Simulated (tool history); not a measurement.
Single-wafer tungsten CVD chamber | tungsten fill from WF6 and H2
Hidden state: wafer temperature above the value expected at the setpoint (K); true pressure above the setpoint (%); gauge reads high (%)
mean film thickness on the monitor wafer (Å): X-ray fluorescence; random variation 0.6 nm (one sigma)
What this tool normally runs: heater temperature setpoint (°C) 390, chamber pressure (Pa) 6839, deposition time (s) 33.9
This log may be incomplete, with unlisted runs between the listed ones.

| run | day | heater temperature setpoint (°C) | chamber pressure (Pa) | deposition time (s) | wafers since the last listed run | hours since the last thermocouple change | hours since the last manometer calibration | hours since the showerhead was replaced | hours since the gauge calibration | read-back reference wafer on the same gauge, thickness_nm | mean film thickness on the monitor wafer (Å) |
|---|---|---|---|---|---|---|---|---|---|---|---|
| 1 | 0.000 | 390 | 6839 | 36.2 | 0 | 2419.7 | 1264.4 | 5526.6 | 1545.8 | 88.947 | 1064.14 |
| 2 | 1.288 | 390 | 6839 | 33.9 | 437 | 2450.6 | 1295.3 | 5557.5 | 1576.7 | 88.997 | 995.67 |
| 3 | 3.275 | 390 | 6839 | 33.9 | 674 | 2498.3 | 1343.0 | 5605.2 | 1624.4 | 89.043 | 986.51 |
| 4 | 5.071 | 390 | 6839 | 33.9 | 609 | 2541.4 | 1386.1 | 5648.3 | 1667.5 | 89.009 | 996.97 |
| 5 | 6.967 | 399 | 6839 | 35.4 | 643 | 2586.9 | 1431.6 | 5693.8 | 1713.0 | 88.888 | 1204.06 |
| 6 | 9.879 | 399 | 6839 | 35.4 | 988 | 2656.8 | 1501.5 | 5763.7 | 1782.9 | 88.957 | 1192.26 |
| 7 | 11.833 | 399 | 6839 | 35.4 | 663 | 2703.7 | 1548.4 | 5810.6 | 1829.8 | 88.957 | 1183.43 |
| 8 | 13.792 | 385 | 8013 | 33.9 | 664 | 2750.7 | 1595.4 | 5857.6 | 1876.8 | 88.933 | 983.95 |
|  | 16.008 | showerhead replaced |
| 9 | 20.492 | 390 | 6839 | 33.9 | 2161 | 2911.5 | 1756.2 | 107.6 | 2037.6 | 88.954 | 971.64 |
|  | 24.608 | gauge calibrated |
|  | 28.812 | thermocouple changed; heater temperature recalibrated |
| 10 | 28.833 | 390 | 6839 | 33.9 | 2718 | 0.5 | 1956.4 | 307.8 | 101.4 | 89.086 | 1075.03 |
| 11 | 30.417 | 390 | 7546 | 33.9 | 537 | 38.5 | 1994.4 | 345.8 | 139.4 | 89.060 | 1128.65 |
| 12 | 31.575 | 385 | 6839 | 33.9 | 393 | 66.3 | 2022.2 | 373.6 | 167.2 | 89.020 | 964.95 |
| 13 | 33.071 | 387 | 6839 | 33.9 | 507 | 102.2 | 2058.1 | 409.5 | 203.1 | 88.967 | 1008.39 |
| 14 | 35.658 | 390 | 6839 | 33.9 | 878 | 164.3 | 2120.2 | 471.6 | 265.2 | 88.984 | 1052.30 |
| 15 | 36.875 | 390 | 6839 | 33.9 | 412 | 193.5 | 2149.4 | 500.8 | 294.4 | 88.964 | 1057.67 |
| 16 | 40.483 | 402 | 7613 | 33.9 | 1224 | 280.1 | 2236.0 | 587.4 | 381.0 | 89.144 | 1360.63 |
| 17 | 42.742 | 379 | 8266 | 33.9 | 766 | 334.3 | 2290.2 | 641.6 | 435.2 | 88.872 | 953.76 |
| 18 | 45.558 | 382 | 6839 | 33.9 | 956 | 401.9 | 2357.8 | 709.2 | 502.8 | 88.955 | 910.07 |
| 19 | 47.029 | 390 | 6839 | 33.9 | 499 | 437.2 | 2393.1 | 744.5 | 538.1 | 89.002 | 1038.74 |
| 20 | 48.946 | 390 | 6839 | 33.9 | 650 | 483.2 | 2439.1 | 790.5 | 584.1 | 88.947 | 1037.14 |
| 21 | 51.154 | 390 | 6839 | 33.9 | 749 | 536.2 | 2492.1 | 843.5 | 637.1 | 89.154 | 1038.17 |
| 22 | 54.125 | 390 | 6839 | 36.1 | 1008 | 607.5 | 2563.4 | 914.8 | 708.4 | 89.021 | 1101.98 |
|  | 55.788 | capacitance manometer re-zeroed and calibrated |
| 23 | 56.833 | 395 | 8146 | 33.9 | 806 | 672.5 | 25.1 | 979.8 | 773.4 | 89.003 | 1280.36 |
| 24 | 57.967 | 400 | 5480 | 30.1 | 384 | 699.7 | 52.3 | 1007.0 | 800.6 | 88.991 | 980.74 |
| 25 | 60.725 | 382 | 6839 | 33.9 | 936 | 765.9 | 118.5 | 1073.2 | 866.8 | 89.070 | 928.86 |
| 26 | 63.567 | 377 | 6839 | 29.6 | 964 | 834.1 | 186.7 | 1141.4 | 935.0 | 88.949 | 738.15 |
| 27 | 64.829 | 390 | 6839 | 33.9 | 428 | 864.4 | 217.0 | 1171.7 | 965.3 | 88.976 | 1073.33 |
| 28 | 66.092 | 390 | 8306 | 33.9 | 428 | 894.7 | 247.3 | 1202.0 | 995.6 | 89.057 | 1172.44 |
| 29 | 67.254 | 385 | 6839 | 37.5 | 394 | 922.6 | 275.2 | 1229.9 | 1023.5 | 88.969 | 1063.58 |
| 30 | 69.058 | 403 | 6839 | 33.9 | 612 | 965.9 | 318.5 | 1273.2 | 1066.8 | 89.019 | 1324.90 |
| 31 | 71.238 | 390 | 6839 | 33.9 | 739 | 1018.2 | 370.8 | 1325.5 | 1119.1 | 88.972 | 1061.71 |
| 32 | 74.021 | 395 | 8533 | 28.1 | 944 | 1085.0 | 437.6 | 1392.3 | 1185.9 | 89.024 | 1076.45 |
| 33 | 75.642 | 390 | 6839 | 33.9 | 550 | 1123.9 | 476.5 | 1431.2 | 1224.8 | 89.050 | 1060.15 |
| 34 | 76.696 | 376 | 8053 | 36.2 | 357 | 1149.2 | 501.8 | 1456.5 | 1250.1 | 89.052 | 961.71 |

Each row is a separate what-if for the run after 34, all from the same tool condition, not one after another. Results?
| A | 76.712 | 390 | 6839 | 37.8 | 5 | 1149.6 | 502.2 | 1456.9 | 1250.5 | ? | ? |
| B | 76.712 | 390 | 7733 | 39.6 | 5 | 1149.6 | 502.2 | 1456.9 | 1250.5 | ? | ? |
| C | 76.712 | 375 | 6839 | 37.5 | 5 | 1149.6 | 502.2 | 1456.9 | 1250.5 | ? | ? |
| D | 76.712 | 395 | 6839 | 28.6 | 5 | 1149.6 | 502.2 | 1456.9 | 1250.5 | ? | ? |

| run | read-back reference wafer on the same gauge, thickness_nm | mean film thickness on the monitor wafer (Å) |
|---|---|---|
| A | 89.034 | 1173.45 |
| B | 89.034 | 1317.66 |
| C | 89.034 | 889.41 |
| D | 89.034 | 966.22 |
The same runs, with their run-to-run variation unchanged, on a tool lacking any hidden condition would have given:
| run | mean film thickness on the monitor wafer (Å) |
|---|---|
| A | 1214.78 |
| B | 1364.02 |
| C | 922.39 |
| D | 999.09 |
